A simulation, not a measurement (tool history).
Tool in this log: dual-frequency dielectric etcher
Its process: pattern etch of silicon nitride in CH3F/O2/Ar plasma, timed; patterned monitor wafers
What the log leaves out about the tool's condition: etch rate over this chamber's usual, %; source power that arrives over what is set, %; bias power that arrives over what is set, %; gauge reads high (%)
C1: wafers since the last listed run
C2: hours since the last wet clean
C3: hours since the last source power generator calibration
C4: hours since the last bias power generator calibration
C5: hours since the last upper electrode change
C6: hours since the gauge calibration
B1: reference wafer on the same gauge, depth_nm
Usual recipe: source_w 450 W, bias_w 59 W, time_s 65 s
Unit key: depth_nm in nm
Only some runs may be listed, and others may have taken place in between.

Run 1, hour 0: usual settings; C1 0; C2 294.8; C3 634; C4 3692; C5 3560.4; C6 986.3; B1 44.91. Result: depth_nm 48.32 nm.
At hour 52.4: wet clean of the chamber.
Run 2, hour 52.9: usual settings; C1 322; C2 0.5; C3 686.9; C4 3744.9; C5 3613.3; C6 1039.2; B1 44.87. Result: depth_nm 47.49 nm.
Run 3, hour 82.1: usual settings; C1 325; C2 29.7; C3 716.1; C4 3774.1; C5 3642.5; C6 1068.4; B1 44.89. Result: depth_nm 47.72 nm.
Run 4, hour 127.1: usual settings but source_w 480 W; C1 501; C2 74.7; C3 761.1; C4 3819.1; C5 3687.5; C6 1113.4; B1 44.92. Result: depth_nm 49.1 nm.
Run 5, hour 152: usual settings but source_w 480 W; C1 277; C2 99.6; C3 786; C4 3844; C5 3712.4; C6 1138.3; B1 44.89. Result: depth_nm 49.35 nm.
Run 6, hour 202.2: usual settings; C1 559; C2 149.8; C3 836.2; C4 3894.2; C5 3762.6; C6 1188.5; B1 44.84. Result: depth_nm 48.04 nm.
Run 7, hour 268.7: usual settings; C1 741; C2 216.3; C3 902.7; C4 3960.7; C5 3829.1; C6 1255; B1 44.94. Result: depth_nm 48.27 nm.
Run 8, hour 309.9: usual settings but source_w 500 W, time_s 78.5 s; C1 459; C2 257.5; C3 943.9; C4 4001.9; C5 3870.3; C6 1296.2; B1 44.9. Result: depth_nm 61.31 nm.
Run 9, hour 346.6: usual settings but source_w 500 W, time_s 78.5 s; C1 409; C2 294.2; C3 980.6; C4 4038.6; C5 3907; C6 1332.9; B1 44.88. Result: depth_nm 61.81 nm.
Run 10, hour 413.1: usual settings; C1 741; C2 360.7; C3 1047.1; C4 4105.1; C5 3973.5; C6 1399.4; B1 44.85. Result: depth_nm 49.22 nm.
At hour 452.5: wet clean of the chamber.
Run 11, hour 468.1: usual settings; C1 345; C2 15.6; C3 1102.1; C4 4160.1; C5 4028.5; C6 1454.4; B1 44.98. Result: depth_nm 47.3 nm.
At hour 493.5: upper electrode replaced.
Run 12, hour 498: usual settings; C1 65; C2 45.5; C3 1132; C4 4190; C5 4.5; C6 1484.3; B1 44.88. Result: depth_nm 47.31 nm.
At hour 515.2: bias power generator calibrated.
Run 13, hour 544.7: usual settings; C1 476; C2 92.2; C3 1178.7; C4 29.5; C5 51.2; C6 1531; B1 44.9. Result: depth_nm 47.71 nm.
Run 14, hour 595.1: usual settings; C1 562; C2 142.6; C3 1229.1; C4 79.9; C5 101.6; C6 1581.4; B1 44.89. Result: depth_nm 48.09 nm.
Run 15, hour 642.1: usual settings; C1 524; C2 189.6; C3 1276.1; C4 126.9; C5 148.6; C6 1628.4; B1 44.89. Result: depth_nm 48.18 nm.
At hour 676.4: gauge calibrated.
Run 16, hour 682: usual settings but source_w 360 W, bias_w 66 W, time_s 84.5 s; C1 444; C2 229.5; C3 1316; C4 166.8; C5 188.5; C6 5.6; B1 44.85. Result: depth_nm 58.18 nm.
Run 17, hour 733.8: usual settings but time_s 72 s; C1 577; C2 281.3; C3 1367.8; C4 218.6; C5 240.3; C6 57.4; B1 44.82. Result: depth_nm 53.88 nm.
At hour 795.3: wet clean of the chamber.
Run 18, hour 802.6: usual settings but source_w 400 W, bias_w 74 W, time_s 58 s; C1 499; C2 7.3; C3 1436.6; C4 287.4; C5 309.1; C6 126.2; B1 44.87. Result: depth_nm 42.2 nm.
Run 19, hour 849.4: usual settings but bias_w 65 W, time_s 73 s; C1 521; C2 54.1; C3 1483.4; C4 334.2; C5 355.9; C6 173; B1 44.85. Result: depth_nm 54.24 nm.
Run 20, hour 906.5: usual settings but source_w 360 W, bias_w 65 W, time_s 53.5 s; C1 636; C2 111.2; C3 1540.5; C4 391.3; C5 413; C6 230.1; B1 44.84. Result: depth_nm 36.1 nm.
Run 21, hour 957.2: usual settings but source_w 530 W, bias_w 73 W; C1 565; C2 161.9; C3 1591.2; C4 442; C5 463.7; C6 280.8; B1 44.9. Result: depth_nm 54.43 nm.
Run 22, hour 992.3: usual settings but source_w 380 W; C1 391; C2 197; C3 1626.3; C4 477.1; C5 498.8; C6 315.9; B1 44.89. Result: depth_nm 44.4 nm.
Run 23, hour 1051.1: usual settings but time_s 51 s; C1 655; C2 255.8; C3 1685.1; C4 535.9; C5 557.6; C6 374.7; B1 44.95. Result: depth_nm 37.9 nm.
At hour 1067.2: source power generator calibrated.
At hour 1135.5: wet clean of the chamber.
Run 24, hour 1136: usual settings but source_w 550 W, time_s 49 s; C1 634; C2 0.5; C3 68.8; C4 620.8; C5 642.5; C6 459.6; B1 44.92. Result: depth_nm 38.14 nm.
Run 25, hour 1187.7: usual settings but source_w 490 W, bias_w 52 W, time_s 49 s; C1 576; C2 52.2; C3 120.5; C4 672.5; C5 694.2; C6 511.3; B1 44.91. Result: depth_nm 35.44 nm.
Run 26, hour 1246.8: usual settings; C1 659; C2 111.3; C3 179.6; C4 731.6; C5 753.3; C6 570.4; B1 44.91. Result: depth_nm 47.16 nm.
Run 27, hour 1291.6: usual settings but source_w 400 W, bias_w 74 W, time_s 58 s; C1 499; C2 156.1; C3 224.4; C4 776.4; C5 798.1; C6 615.2; B1 44.86. Result: depth_nm 42.27 nm.
Run 28, hour 1349.4: usual settings but source_w 510 W, bias_w 49 W, time_s 54 s; C1 644; C2 213.9; C3 282.2; C4 834.2; C5 855.9; C6 673; B1 44.92. Result: depth_nm 40.05 nm.
Run 29, hour 1390.9: usual settings; C1 462; C2 255.4; C3 323.7; C4 875.7; C5 897.4; C6 714.5; B1 44.9. Result: depth_nm 47.46 nm.

Alternative continuations, all from the tool just after run 29; predict every row:
Run A, hour 1391.3: usual settings; C1 4; C2 255.8; C3 324.1; C4 876.1; C5 897.8; C6 714.9; B1 ?. Result: depth_nm ?.
Run B, hour 1391.3: usual settings but source_w 550 W, bias_w 48 W, time_s 75.5 s; C1 4; C2 255.8; C3 324.1; C4 876.1; C5 897.8; C6 714.9; B1 ?. Result: depth_nm ?.
Run C, hour 1391.3: usual settings but source_w 510 W, time_s 48 s; C1 4; C2 255.8; C3 324.1; C4 876.1; C5 897.8; C6 714.9; B1 ?. Result: depth_nm ?.
Run D, hour 1391.3: usual settings but time_s 54.5 s; C1 4; C2 255.8; C3 324.1; C4 876.1; C5 897.8; C6 714.9; B1 ?. Result: depth_nm ?.
Run E, hour 1391.3: usual settings but bias_w 70 W, time_s 77 s; C1 4; C2 255.8; C3 324.1; C4 876.1; C5 897.8; C6 714.9; B1 ?. Result: depth_nm ?.

run     B1  depth_nm
  A  44.88     47.94
  B  44.88     58.17
  C  44.88     37.51
  D  44.88      40.2
  E  44.88     59.39
Stripped of hidden state, with their random variation kept, the same runs would have yielded:
run  depth_nm
  A     46.59
  B     56.51
  C     36.45
  D     39.06
  E     57.71
